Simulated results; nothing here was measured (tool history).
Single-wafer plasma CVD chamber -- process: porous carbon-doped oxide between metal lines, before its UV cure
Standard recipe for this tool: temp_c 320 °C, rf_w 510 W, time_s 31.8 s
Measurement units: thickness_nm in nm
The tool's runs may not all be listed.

run	day	temp_c	rf_w	time_s	wafers since the last listed run	hours since the last thermocouple change	hours since the last RF generator calibration	hours since the showerhead was replaced	hours since the gauge calibration	read-back reference wafer on the same gauge, thickness_nm	thickness_nm
1	0.000	320	510	31.8	0	2274.7	1608.3	8440.8	302.1	147.016	130.588
2	1.367	320	475	31.8	1360	2307.5	1641.1	8473.6	334.9	146.840	125.720
3	2.467	320	510	31.8	1095	2333.9	1667.5	8500.0	361.3	147.046	130.083
4	3.471	320	510	31.8	999	2358.0	1691.6	8524.1	385.4	146.976	130.036
5	4.425	320	510	31.8	949	2380.9	1714.5	8547.0	408.3	146.997	129.901
6	5.017	320	510	31.8	589	2395.1	1728.7	8561.2	422.5	146.955	129.748
7	5.808	320	510	31.8	788	2414.1	1747.7	8580.2	441.5	147.108	130.073
8	7.050	331	510	31.8	1236	2443.9	1777.5	8610.0	471.3	147.077	123.659
9	8.217	331	510	31.8	1161	2471.9	1805.5	8638.0	499.3	146.947	123.625
10	9.071	320	565	31.8	850	2492.4	1826.0	8658.5	519.8	147.054	136.637
# day 10.017: thermocouple changed; heater temperature recalibrated
11	10.238	320	510	31.8	829	5.3	1854.0	8686.5	547.8	147.069	126.837
12	11.638	333	450	27.5	1393	38.9	1887.6	8720.1	581.4	147.046	97.733
13	12.912	320	440	31.8	1269	69.5	1918.2	8750.7	612.0	147.002	117.492
# day 12.942: gauge calibrated
# day 13.762: RF generator calibrated
14	13.783	320	510	31.8	535	90.4	0.5	8771.6	20.2	146.876	132.909
15	15.012	308	510	35.0	1223	119.9	30.0	8801.1	49.7	147.115	154.749
16	15.583	332	510	31.8	568	133.6	43.7	8814.8	63.4	147.040	126.412
17	16.258	306	555	37.9	672	149.8	59.9	8831.0	79.6	147.104	175.763
# day 16.650: showerhead replaced
18	17.117	332	510	26.6	522	170.4	80.5	11.2	100.2	147.052	105.926
19	18.508	320	555	36.9	1385	203.8	113.9	44.6	133.6	147.148	160.396
20	19.079	306	590	31.8	568	217.5	127.6	58.3	147.3	147.061	152.359
21	20.017	305	590	28.3	933	240.0	150.1	80.8	169.8	147.064	137.100

Expected results for the next run?
22	23.096	308	545	31.8	3065	313.9	224.0	154.7	243.7	?	?

read-back reference wafer on the same gauge, thickness_nm: 147.010
thickness_nm: 145.113 nm
Take away the tool's hidden state, keep the run-to-run variation as it was, and the same run would have given thickness_nm 144.993 nm.
